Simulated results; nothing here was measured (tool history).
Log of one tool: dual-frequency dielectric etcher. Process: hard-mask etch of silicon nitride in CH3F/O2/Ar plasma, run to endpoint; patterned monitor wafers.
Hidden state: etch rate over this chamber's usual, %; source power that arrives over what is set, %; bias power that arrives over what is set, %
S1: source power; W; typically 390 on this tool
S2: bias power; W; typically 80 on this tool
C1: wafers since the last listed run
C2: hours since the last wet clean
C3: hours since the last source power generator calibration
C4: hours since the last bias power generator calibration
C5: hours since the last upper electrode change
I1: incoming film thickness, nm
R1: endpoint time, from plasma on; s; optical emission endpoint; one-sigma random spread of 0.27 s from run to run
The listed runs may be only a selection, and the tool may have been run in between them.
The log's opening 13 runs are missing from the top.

run     day   S1  S2   C1     C2     C3      C4     C5     I1    R1
 14    14.4  480  80  210  295.3  209.9  4057.5  280.5  38.93  54.8
 15  14.929  490  96  130    308  222.6  4070.2  293.2  39.35  50.3
 16  15.517  350  92  144  322.1  236.7  4084.3  307.3   39.1  56.7
     15.738  -- bias power generator calibrated
 17  16.562  390  80  216  347.2  261.8    19.8  332.4  39.17  59.2
 18  17.483  340  87  226  369.3  283.9    41.9  354.5  39.41  59.3
 19  18.896  390  73  348  403.2  317.8    75.8  388.4  39.37  61.9
 20   19.75  330  73  210  423.7  338.3    96.3  408.9  39.29  65.4
 21      21  390  91  308  453.7  368.3   126.3  438.9  39.16  54.7
 22  22.367  390  73  336  486.5  401.1   159.1  471.7   39.3  61.6
 23  22.896  390  80  130  499.2  413.8   171.8  484.4  39.13    58
 24  23.475  320  63  142  513.1  427.7   185.7  498.3  39.64  72.7
 25  24.267  360  80  195  532.1  446.7   204.7  517.3  39.39  59.9
     26.304  -- wet clean of the chamber
 26  26.325  390  80  260    0.5  496.1   254.1  566.7  39.21  59.9
 27  28.067  390  80  429   42.3  537.9   295.9  608.5  39.13  60.1
 28  29.483  300  65  349   76.3  571.9   329.9  642.5  39.19  73.4
 29  30.638  440  86  284    104  599.6   357.6  670.2  39.19  55.2
 30  31.971  390  80  328    136  631.6   389.6  702.2  39.45  59.8
 31  32.562  390  99  145  150.2  645.8   403.8  716.4  39.07  53.2
 32  36.196  320  80  895  237.4    733     491  803.6  39.14  63.2
 33  36.908  310  66  175  254.5  750.1   508.1  820.7  39.75    72
 34  37.842  460  88  230  276.9  772.5   530.5  843.1  39.67  53.9

Branching from run 34: 5 alternative next runs. What would each branch give?
  A  37.858  440  80   4  277.3  772.9  530.9  843.5  39.34   ?
  B  37.858  440  99   4  277.3  772.9  530.9  843.5  39.34   ?
  C  37.858  390  94   4  277.3  772.9  530.9  843.5  39.34   ?
  D  37.858  350  93   4  277.3  772.9  530.9  843.5  39.34   ?
  E  37.858  340  95   4  277.3  772.9  530.9  843.5  39.34   ?

run    R1
  A  56.2
  B  50.3
  C  53.7
  D    56
  E  55.9
Had the tool no hidden state, the same runs would have come out as:
run    R1
  A  57.9
  B  51.8
  C  55.4
  D  57.7
  E  57.6
